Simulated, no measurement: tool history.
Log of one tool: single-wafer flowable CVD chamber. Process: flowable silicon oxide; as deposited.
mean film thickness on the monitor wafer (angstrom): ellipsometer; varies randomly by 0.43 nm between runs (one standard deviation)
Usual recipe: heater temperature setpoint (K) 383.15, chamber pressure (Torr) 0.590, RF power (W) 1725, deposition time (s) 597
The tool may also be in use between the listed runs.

run    hour  heater temperature setpoint (K)  chamber pressure (Torr)  RF power (W)  deposition time (s)  wafers since the last listed run  hours since the last thermocouple change  hours since the last RF generator calibration  hours since the last manometer calibration  hours since the showerhead was replaced  hours since the gauge calibration  read-back reference wafer on the same gauge, thickness_nm  mean film thickness on the monitor wafer (angstrom)
  1     0.0                           383.15                    0.590          1725                  683                                 0                                    1633.4                                          928.3                                      1603.5                                   2695.5                             2745.3                                                    185.057                                              1900.91
  2    88.8                           393.15                    0.590          1725                  597                               379                                    1722.2                                         1017.1                                      1692.3                                   2784.3                             2834.1                                                    184.847                                              1183.74
  3   164.7                           393.15                    0.590          1725                  597                               324                                    1798.1                                         1093.0                                      1768.2                                   2860.2                             2910.0                                                    184.796                                              1177.31
  4   208.3                           371.15                    0.590          1805                  597                               186                                    1841.7                                         1136.6                                      1811.8                                   2903.8                             2953.6                                                    184.967                                              2663.95
  5   273.7                           371.15                    0.590          1805                  597                               279                                    1907.1                                         1202.0                                      1877.2                                   2969.2                             3019.0                                                    185.090                                              2653.94
      326.9  -- gauge calibrated
  6   376.5                           371.15                    0.590          1805                  597                               439                                    2009.9                                         1304.8                                      1980.0                                   3072.0                               49.6                                                    184.917                                              2670.06
      498.9  -- RF generator calibrated
      554.9  -- showerhead replaced, of another model than before
      669.0  -- thermocouple changed; heater temperature recalibrated
  7   680.7                           383.15                    0.590          1575                  560                              1198                                      11.7                                          181.8                                      2284.2                                    125.8                              353.8                                                    184.989                                              1540.81
  8   783.1                           370.15                    0.590          1725                  553                               437                                     114.1                                          284.2                                      2386.6                                    228.2                              456.2                                                    185.214                                              2554.20
      862.7  -- capacitance manometer re-zeroed and calibrated
  9   881.1                           383.15                    0.736          1820                  597                               384                                     212.1                                          382.2                                        18.4                                    326.2                              554.2                                                    185.022                                              2092.00
 10   921.2                           393.15                    0.526          1395                  678                               171                                     252.2                                          422.3                                        58.5                                    366.3                              594.3                                                    185.055                                              1115.83
 11   974.7                           397.15                    0.590          2030                  597                               228                                     305.7                                          475.8                                       112.0                                    419.8                              647.8                                                    184.990                                              1071.21
 12  1028.5                           383.15                    0.657          1725                  597                               230                                     359.5                                          529.6                                       165.8                                    473.6                              701.6                                                    184.970                                              1831.20
 13  1134.0                           368.15                    0.713          1870                  597                               451                                     465.0                                          635.1                                       271.3                                    579.1                              807.1                                                    184.891                                              3603.04
 14  1219.6                           383.15                    0.590          1725                  597                               366                                     550.6                                          720.7                                       356.9                                    664.7                              892.7                                                    185.079                                              1648.77
 15  1277.3                           391.15                    0.590          1940                  519                               246                                     608.3                                          778.4                                       414.6                                    722.4                              950.4                                                    184.967                                              1116.55
 16  1348.4                           383.15                    0.443          1560                  510                               304                                     679.4                                          849.5                                       485.7                                    793.5                             1021.5                                                    184.979                                              1047.12
 17  1398.4                           383.15                    0.590          1725                  597                               213                                     729.4                                          899.5                                       535.7                                    843.5                             1071.5                                                    184.963                                              1642.83
 18  1506.4                           383.15                    0.590          1725                  501                               461                                     837.4                                         1007.5                                       643.7                                    951.5                             1179.5                                                    184.947                                              1395.25
 19  1544.4                           392.15                    0.645          1915                  562                               162                                     875.4                                         1045.5                                       681.7                                    989.5                             1217.5                                                    184.888                                              1269.17
 20  1604.2                           397.15                    0.590          2030                  597                               255                                     935.2                                         1105.3                                       741.5                                   1049.3                             1277.3                                                    185.061                                              1074.13
 21  1754.0                           383.15                    0.590          1725                  597                               640                                    1085.0                                         1255.1                                       891.3                                   1199.1                             1427.1                                                    184.962                                              1653.07
 22  1850.1                           383.15                    0.590          1725                  597                               410                                    1181.1                                         1351.2                                       987.4                                   1295.2                             1523.2                                                    185.150                                              1654.75
 23  1912.4                           383.15                    0.590          1945                  561                               266                                    1243.4                                         1413.5                                      1049.7                                   1357.5                             1585.5                                                    184.931                                              1603.27
 24  1976.9                           383.15                    0.590          1725                  597                               275                                    1307.9                                         1478.0                                      1114.2                                   1422.0                             1650.0                                                    185.051                                              1658.13
 25  2026.4                           375.15                    0.590          1725                  597                               211                                    1357.4                                         1527.5                                      1163.7                                   1471.5                             1699.5                                                    185.035                                              2245.53
 26  2084.9                           373.15                    0.734          1875                  597                               250                                    1415.9                                         1586.0                                      1222.2                                   1530.0                             1758.0                                                    185.112                                              3085.95
 27  2156.3                           383.15                    0.590          1725                  597                               305                                    1487.3                                         1657.4                                      1293.6                                   1601.4                             1829.4                                                    185.042                                              1665.82

Forecast each of these 5 alternatives for the next run:
  A  2156.9                           383.15                    0.465          1725                  597                                 2                                    1487.9                                         1658.0                                      1294.2                                   1602.0                             1830.0                                                          ?                                                    ?
  B  2156.9                           383.15                    0.698          1960                  597                                 2                                    1487.9                                         1658.0                                      1294.2                                   1602.0                             1830.0                                                          ?                                                    ?
  C  2156.9                           383.15                    0.639          1725                  539                                 2                                    1487.9                                         1658.0                                      1294.2                                   1602.0                             1830.0                                                          ?                                                    ?
  D  2156.9                           396.15                    0.590          1725                  597                                 2                                    1487.9                                         1658.0                                      1294.2                                   1602.0                             1830.0                                                          ?                                                    ?
  E  2156.9                           383.15                    0.531          1490                  597                                 2                                    1487.9                                         1658.0                                      1294.2                                   1602.0                             1830.0                                                          ?                                                    ?

run  read-back reference wafer on the same gauge, thickness_nm  mean film thickness on the monitor wafer (angstrom)
  A                                                    185.201                                              1320.11
  B                                                    185.201                                              2020.65
  C                                                    185.201                                              1623.71
  D                                                    185.201                                              1071.49
  E                                                    185.201                                              1442.67
The same runs, with their run-to-run variation unchanged, on a tool lacking any hidden condition would have given:
run  mean film thickness on the monitor wafer (angstrom)
  A                                              1312.15
  B                                              2008.91
  C                                              1614.28
  D                                              1065.03
  E                                              1433.98

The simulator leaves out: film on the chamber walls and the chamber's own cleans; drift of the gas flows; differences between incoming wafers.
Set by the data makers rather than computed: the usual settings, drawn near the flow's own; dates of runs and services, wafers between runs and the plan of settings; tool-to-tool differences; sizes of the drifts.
